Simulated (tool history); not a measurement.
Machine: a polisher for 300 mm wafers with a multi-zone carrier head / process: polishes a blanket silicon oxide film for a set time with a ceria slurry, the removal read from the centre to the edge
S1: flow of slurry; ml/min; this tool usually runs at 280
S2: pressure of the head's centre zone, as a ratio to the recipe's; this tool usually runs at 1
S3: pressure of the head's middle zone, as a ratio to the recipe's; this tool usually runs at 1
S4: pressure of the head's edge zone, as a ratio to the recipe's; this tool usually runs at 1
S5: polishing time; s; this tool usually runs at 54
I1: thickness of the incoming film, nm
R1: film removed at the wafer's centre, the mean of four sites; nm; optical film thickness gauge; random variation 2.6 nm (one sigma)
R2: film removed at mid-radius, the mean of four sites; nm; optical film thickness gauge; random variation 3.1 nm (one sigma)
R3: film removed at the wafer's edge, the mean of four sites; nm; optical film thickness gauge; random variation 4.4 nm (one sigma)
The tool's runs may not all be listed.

run     day   S1    S2    S3    S4  S5      I1     R1     R2     R3
  1       0  280     1     1     1  54  1723.2  339.6  317.2  336.9
  2   1.425  280     1     1     1  54  1705.8  338.4  314.7  317.6
  3   2.704  280  0.95     1     1  54  1715.4  326.5  316.3  323.4
  4   3.808  280     1     1     1  54  1686.1  343.2  321.8  321.9
  5   5.158  280     1     1     1  54  1697.8  339.5  317.9  324.2
  6   6.233  280     1     1     1  54  1693.9  346.9  315.4  325.9
  7   7.208  280     1     1     1  54  1679.7  345.5  318.2  322.6
  8   8.554  280     1     1     1  54  1706.2  348.4  319.2  328.4
  9   9.112  280     1     1     1  54  1666.4  346.5  322.6  328.7
 10  10.246  280     1     1     1  54  1664.5  346.1  316.4  323.4
 11  11.508  280     1     1  1.07  48  1693.6  312.4  283.8  307.4
 12  12.388  365  1.03  1.08     1  54  1680.2  375.5  345.2  331.9
 13  13.371  380     1   0.9     1  54  1687.8  363.2  301.1  339.1
 14  14.379  280  0.91  1.06  1.08  67    1672  402.3  416.5  418.3
 15  15.379  235  0.95     1  0.94  54  1716.2  328.9  309.4  301.6
 16  16.158  280     1  0.92     1  54  1700.9  353.6  299.4  330.7
 17  18.688  280     1  1.08     1  54  1677.4  312.5  339.8    324
 18  19.912  280     1     1     1  54  1684.6  314.5  319.7    324
 19  20.646  280     1     1     1  54  1673.3  313.3  314.8  320.3
 20  21.392  355  1.11     1     1  44  1697.5  291.4  267.2  270.7
 21  22.833  280  0.92     1     1  54    1692  292.8  316.7    322
 22  23.642  280     1  1.05  1.11  54  1712.9  315.8  330.7  334.9

Missing from the log above: 9 entries noted between runs. For each, name the pair of listed runs it sits between and say how the tool's hidden condition differs from the listed run just before to the listed run just after:
Runs 1 to 2: worn pad replaced by a new one (day 0.621)
  deviation of the centre zone's pressure from its setpoint, %: 7.74 -> 8.18
  measured value less the no-hidden-state value, R1: +23.1 -> +24.2 nm
Runs 4 to 5: worn pad replaced by a new one (day 5.138)
  deviation of the centre zone's pressure from its setpoint, %: 8.91 -> 9.33
  measured value less the no-hidden-state value, R1: +26.7 -> +27.4 nm
Runs 6 to 7: edge zone pressure recalibrated (day 7.112)
  deviation of the centre zone's pressure from its setpoint, %: 9.66 -> 9.96
  measured value less the no-hidden-state value, R1: +29 -> +29.7 nm
Runs 7 to 8: carrier head's membrane replaced by a new one (day 7.862)
  deviation of the centre zone's pressure from its setpoint, %: 9.96 -> 10.4
  measured value less the no-hidden-state value, R1: +29.7 -> +31 nm
Runs 9 to 10: worn pad replaced by a new one (day 9.442)
  deviation of the centre zone's pressure from its setpoint, %: 10.5 -> 10.9
  measured value less the no-hidden-state value, R1: +31.3 -> +32.2 nm
Runs 11 to 12: slurry nozzle cleaned (day 11.75)
  deviation of the centre zone's pressure from its setpoint, %: 11.3 -> 11.5
  measured value less the no-hidden-state value, R1: +30.1 -> +36.8 nm
Runs 13 to 14: worn pad replaced by a new one (day 14.358)
  deviation of the centre zone's pressure from its setpoint, %: 11.8 -> 12.2
  measured value less the no-hidden-state value, R1: +36.5 -> +41.7 nm
Runs 16 to 17: centre zone pressure recalibrated (day 17.908)
  deviation of the centre zone's pressure from its setpoint, %: 12.7 -> -0.744
  measured value less the no-hidden-state value, R1: +37.8 -> -2.2 nm
Runs 17 to 18: worn pad replaced by a new one (day 19.888)
  deviation of the centre zone's pressure from its setpoint, %: -0.744 -> -0.367
  measured value less the no-hidden-state value, R1: -2.2 -> -1.1 nm
